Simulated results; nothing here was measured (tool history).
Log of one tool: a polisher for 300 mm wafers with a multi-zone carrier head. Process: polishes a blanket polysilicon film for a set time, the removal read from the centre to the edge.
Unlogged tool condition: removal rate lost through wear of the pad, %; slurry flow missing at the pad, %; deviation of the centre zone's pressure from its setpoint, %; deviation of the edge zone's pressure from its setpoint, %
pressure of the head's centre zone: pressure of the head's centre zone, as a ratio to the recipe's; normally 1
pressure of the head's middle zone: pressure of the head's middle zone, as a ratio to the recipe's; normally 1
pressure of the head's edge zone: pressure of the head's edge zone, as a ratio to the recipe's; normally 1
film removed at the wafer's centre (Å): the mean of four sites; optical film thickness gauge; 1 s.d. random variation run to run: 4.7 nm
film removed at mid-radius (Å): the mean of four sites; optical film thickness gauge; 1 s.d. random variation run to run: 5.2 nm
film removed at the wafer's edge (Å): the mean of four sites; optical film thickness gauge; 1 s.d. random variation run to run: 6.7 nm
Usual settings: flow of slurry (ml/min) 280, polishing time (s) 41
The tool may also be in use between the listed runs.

run   hour  flow of slurry (ml/min)  pressure of the head's centre zone  pressure of the head's middle zone  pressure of the head's edge zone  polishing time (s)  wafers since the last listed run  wafers polished on this pad  hours since the slurry nozzle was cleaned  hours since the centre zone pressure was calibrated  hours since the edge zone pressure was calibrated  hours since the carrier head's membrane was replaced  incoming thickness of the incoming film, nm  film removed at the wafer's centre (Å)  film removed at mid-radius (Å)  film removed at the wafer's edge (Å)
  1      0                      280                                   1                                   1                                 1                  41                                 0                         3427                                        306                                                208.1                                                900                                                1205.8                                       2116.5                                    4209                            4220                                  4298
        22  -- worn pad replaced by a new one
  2   27.5                      280                                   1                                   1                              0.94                  41                               330                           77                                      333.5                                                235.6                                              927.5                                                1233.3                                       2117.7                                    4367                            4365                                  4216
      36.1  -- carrier head's membrane replaced by a new one
      42.6  -- slurry nozzle cleaned
  3   51.6                      280                                0.94                                0.93                              0.92                  48                               254                          332                                          9                                                259.7                                              951.6                                                  15.5                                       2101.9                                    5025                            5076                                  5196
  4     64                      280                                   1                                   1                                 1                  41                               174                          506                                       21.4                                                272.1                                                964                                                  27.9                                       2104.1                                    4581                            4664                                  4574
      93.5  -- edge zone pressure recalibrated
  5   95.4                      235                                0.88                                1.11                                 1                  37                               413                          920                                       52.8                                                303.5                                                1.9                                                  59.3                                       2121.2                                    3479                            4410                                  4002
  6  111.7                      245                                   1                                1.05                                 1                  29                               229                         1149                                       69.1                                                319.8                                               18.2                                                  75.6                                       2076.1                                    3116                            3178                                  3101
  7  189.9                      280                                   1                                   1                              0.95                  41                              1099                         2249                                      147.3                                                  398                                               96.4                                                 153.8                                       2155.1                                    4373                            4367                                  4351
  8  220.8                      360                                1.04                                   1                              0.96                  52                               434                         2683                                      178.2                                                428.9                                              127.3                                                 184.7                                       2133.8                                    5944                            5725                                  5605
  9  236.4                      280                                   1                                   1                              0.95                  41                               219                         2903                                      193.8                                                444.5                                              142.9                                                 200.3                                       2094.5                                    4298                            4271                                  4276
     249.6  -- worn pad replaced by a new one
 10  288.1                      280                                   1                                0.96                                 1                  41                               670                          541                                      245.5                                                496.2                                              194.6                                                   252                                       2119.9                                    4445                            4230                                  4441
     302.5  -- centre zone pressure recalibrated
 11  308.6                      280                                0.95                                   1                              0.92                  51                               260                          801                                        266                                                  6.1                                              215.1                                                 272.5                                       2133.7                                    5132                            5493                                  5404
 12  322.2                      280                                 0.9                                0.94                              1.08                  55                               191                          992                                      279.6                                                 19.7                                              228.7                                                 286.1                                         2152                                    5280                            5575                                  6106
 13  347.8                      280                                   1                                   1                                 1                  41                               360                         1352                                      305.2                                                 45.3                                              254.3                                                 311.7                                       2154.2                                    4397                            4386                                  4387
 14    366                      310                                1.08                                0.92                              1.06                  41                               255                         1608                                      323.4                                                 63.5                                              272.5                                                 329.9                                         2132                                    4763                            4137                                  4567
       371  -- slurry nozzle cleaned
 15  398.8                      200                                   1                                   1                                 1                  41                               447                         2055                                       27.8                                                 96.3                                              305.3                                                 362.7                                       2133.4                                    4241                            4286                                  4276
 16  426.2                      280                                   1                                   1                                 1                  41                               385                         2441                                       55.2                                                123.7                                              332.7                                                 390.1                                       2099.4                                    4388                            4362                                  4326
 17  447.2                      355                                   1                                   1                                 1                  41                               295                         2736                                       76.2                                                144.7                                              353.7                                                 411.1                                       2111.5                                    4513                            4534                                  4426
 18  471.1                      325                                0.94                                0.92                              0.88                  41                               336                         3072                                      100.1                                                168.6                                              377.6                                                   435                                       2069.3                                    4178                            4017                                  4123
 19  490.7                      190                                   1                                1.06                              0.92                  41                               275                         3348                                      119.7                                                188.2                                              397.2                                                 454.6                                       2101.3                                    3812                            3995                                  3857
 20  507.4                      280                                   1                                   1                                 1                  41                               234                         3583                                      136.4                                                204.9                                              413.9                                                 471.3                                       2071.9                                    4186                            4209                                  4284
 21  522.2                      240                                   1                                0.94                                 1                  41                               208                         3791                                      151.2                                                219.7                                              428.7                                                 486.1                                       2107.4                                    4126                            3872                                  4161
     542.6  -- worn pad replaced by a new one
 22  543.1                      280                                   1                                   1                                 1                  41                               237                            7                                      172.1                                                240.6                                              449.6                                                   507                                       2144.5                                    4394                            4439                                  4477
 23  569.6                      190                                   1                                   1                                 1                  52                               372                          379                                      198.6                                                267.1                                              476.1                                                 533.5                                       2085.1                                    5091                            5145                                  5392

Below are 3 alternative next runs, each starting from the tool's condition after run 23. Predict each:
  A   570                      280                                   1                                   1                                 1                  47                                 5                          385                                        199                                                267.5                                              476.5                                                 533.9                                       2102.4                                       ?                               ?                                     ?
  B   570                      310                                0.95                                1.05                                 1                  41                                 5                          385                                        199                                                267.5                                              476.5                                                 533.9                                       2102.4                                       ?                               ?                                     ?
  C   570                      200                                   1                                   1                              1.09                  41                                 5                          385                                        199                                                267.5                                              476.5                                                 533.9                                       2102.4                                       ?                               ?                                     ?

run  film removed at the wafer's centre (Å)  film removed at mid-radius (Å)  film removed at the wafer's edge (Å)
  A                                    5058                            5045                                  5153
  B                                    4269                            4663                                  4547
  C                                    4076                            4101                                  4458
Take away the tool's hidden state, keep each run's random variation, and the runs would have read:
run  film removed at the wafer's centre (Å)  film removed at mid-radius (Å)  film removed at the wafer's edge (Å)
  A                                    5380                            5336                                  5379
  B                                    4513                            4906                                  4729
  C                                    4452                            4437                                  4724
